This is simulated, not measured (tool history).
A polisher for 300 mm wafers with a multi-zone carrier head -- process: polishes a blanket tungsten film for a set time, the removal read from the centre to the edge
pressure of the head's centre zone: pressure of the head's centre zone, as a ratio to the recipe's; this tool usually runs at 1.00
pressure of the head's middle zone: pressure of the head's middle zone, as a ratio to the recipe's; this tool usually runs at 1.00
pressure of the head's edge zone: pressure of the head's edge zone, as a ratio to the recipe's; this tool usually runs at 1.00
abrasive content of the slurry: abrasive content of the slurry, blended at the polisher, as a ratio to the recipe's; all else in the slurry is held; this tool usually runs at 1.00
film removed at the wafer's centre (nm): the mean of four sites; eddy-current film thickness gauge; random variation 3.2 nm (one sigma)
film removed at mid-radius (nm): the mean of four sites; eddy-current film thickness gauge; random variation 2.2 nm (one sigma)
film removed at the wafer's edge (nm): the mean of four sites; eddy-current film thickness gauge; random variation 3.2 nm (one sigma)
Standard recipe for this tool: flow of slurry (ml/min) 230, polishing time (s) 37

run,hour,flow of slurry (ml/min),pressure of the head's centre zone,pressure of the head's middle zone,pressure of the head's edge zone,abrasive content of the slurry,polishing time (s),wafers since the last listed run,wafers polished on this pad,hours since the slurry nozzle was cleaned,hours since the centre zone pressure was calibrated,hours since the edge zone pressure was calibrated,hours since the carrier head's membrane was replaced,"incoming thickness of the incoming film, nm",film removed at the wafer's centre (nm),film removed at mid-radius (nm),film removed at the wafer's edge (nm)
1,0.0,230,1.00,1.00,1.00,1.00,37,0,1866,16.7,437.6,1069.8,659.5,794.0,324.3,320.4,317.7
# hour 17.9: worn pad replaced by a new one
# hour 29.1: carrier head's membrane replaced by a new one
2,30.7,230,1.00,1.00,1.00,1.00,37,211,76,47.4,468.3,1100.5,1.6,799.9,345.4,342.0,345.3
3,52.0,230,1.11,0.93,1.00,0.85,37,207,283,68.7,489.6,1121.8,22.9,795.5,355.7,300.8,320.2
4,67.3,230,1.00,1.00,1.00,1.00,37,149,432,84.0,504.9,1137.1,38.2,801.0,340.3,331.9,334.5
5,82.4,230,1.00,1.00,1.00,1.00,44,147,580,99.1,520.0,1152.2,53.3,787.8,402.8,389.5,394.1
6,108.0,230,1.00,1.00,1.07,1.00,37,249,829,124.7,545.6,1177.8,78.9,785.7,327.7,327.2,339.8
# hour 122.7: centre zone pressure recalibrated
7,123.2,230,1.00,1.00,1.00,1.15,37,128,958,139.9,0.5,1193.0,94.1,797.3,343.1,335.1,342.8
8,148.5,230,1.10,0.90,0.89,1.00,46,246,1204,165.2,25.8,1218.3,119.4,806.6,453.7,367.7,379.1
9,178.0,305,1.00,1.00,1.00,1.00,37,287,1492,194.7,55.3,1247.8,148.9,793.9,337.1,329.9,332.3
10,204.7,230,1.00,1.00,1.00,1.00,44,260,1752,221.4,82.0,1274.5,175.6,785.9,387.2,380.4,387.4
# hour 216.9: worn pad replaced by a new one
11,227.7,230,0.92,1.00,0.95,1.00,25,185,105,244.4,105.0,1297.5,198.6,814.9,216.1,231.0,222.1
# hour 234.9: slurry nozzle cleaned
# hour 250.9: edge zone pressure recalibrated
12,261.1,230,1.00,1.00,1.00,1.00,37,296,401,26.2,138.4,10.2,232.0,802.2,336.8,330.2,331.4
13,286.4,230,1.00,0.96,1.00,1.00,37,246,647,51.5,163.7,35.5,257.3,802.0,330.9,318.8,327.1
14,321.9,230,1.00,1.00,1.00,1.00,37,345,993,87.0,199.2,71.0,292.8,798.2,331.4,320.4,324.9
15,352.0,230,1.00,1.00,1.00,1.00,29,293,1287,117.1,229.3,101.1,322.9,788.5,257.9,253.0,254.9
16,385.7,230,1.00,1.00,1.07,1.00,37,328,1615,150.8,263.0,134.8,356.6,800.3,329.4,323.3,336.7
17,402.6,155,1.00,1.00,1.00,1.00,30,164,1780,167.7,279.9,151.7,373.5,786.5,250.5,248.9,248.2
18,415.4,230,0.94,1.00,1.00,0.80,37,124,1905,180.5,292.7,164.5,386.3,799.6,290.8,301.8,299.0
# hour 435.0: worn pad replaced by a new one
# hour 440.1: slurry nozzle cleaned
19,440.6,230,1.00,1.00,1.00,1.00,37,196,44,0.5,317.9,189.7,411.5,810.6,351.7,340.3,338.5
20,457.6,230,1.00,1.00,1.00,1.00,37,165,210,17.5,334.9,206.7,428.5,794.3,345.1,335.5,336.2
21,476.5,230,1.00,1.00,1.00,1.00,41,184,394,36.4,353.8,225.6,447.4,801.7,372.4,365.8,372.4
22,496.4,230,1.00,0.92,0.92,1.25,45,193,588,56.3,373.7,245.5,467.3,798.8,435.7,401.8,409.6

Consider 3 possible next runs. They are alternatives, not a sequence: every one starts from the tool as it was left by run 22. What does each give?
A,496.8,230,1.00,1.00,1.00,1.00,37,3,592,56.7,374.1,245.9,467.7,787.4,?,?,?
B,496.8,265,1.00,1.00,1.00,1.00,37,3,592,56.7,374.1,245.9,467.7,787.4,?,?,?
C,496.8,230,1.09,1.12,1.00,1.00,37,3,592,56.7,374.1,245.9,467.7,787.4,?,?,?

run,film removed at the wafer's centre (nm),film removed at mid-radius (nm),film removed at the wafer's edge (nm)
A,332.3,330.6,325.1
B,337.9,335.6,328.8
C,362.7,360.5,324.6
The same runs, with their run-to-run variation unchanged, on a tool lacking any hidden condition would have given:
run,film removed at the wafer's centre (nm),film removed at mid-radius (nm),film removed at the wafer's edge (nm)
A,347.5,345.7,340.0
B,353.4,350.9,343.9
C,379.3,377.0,339.5
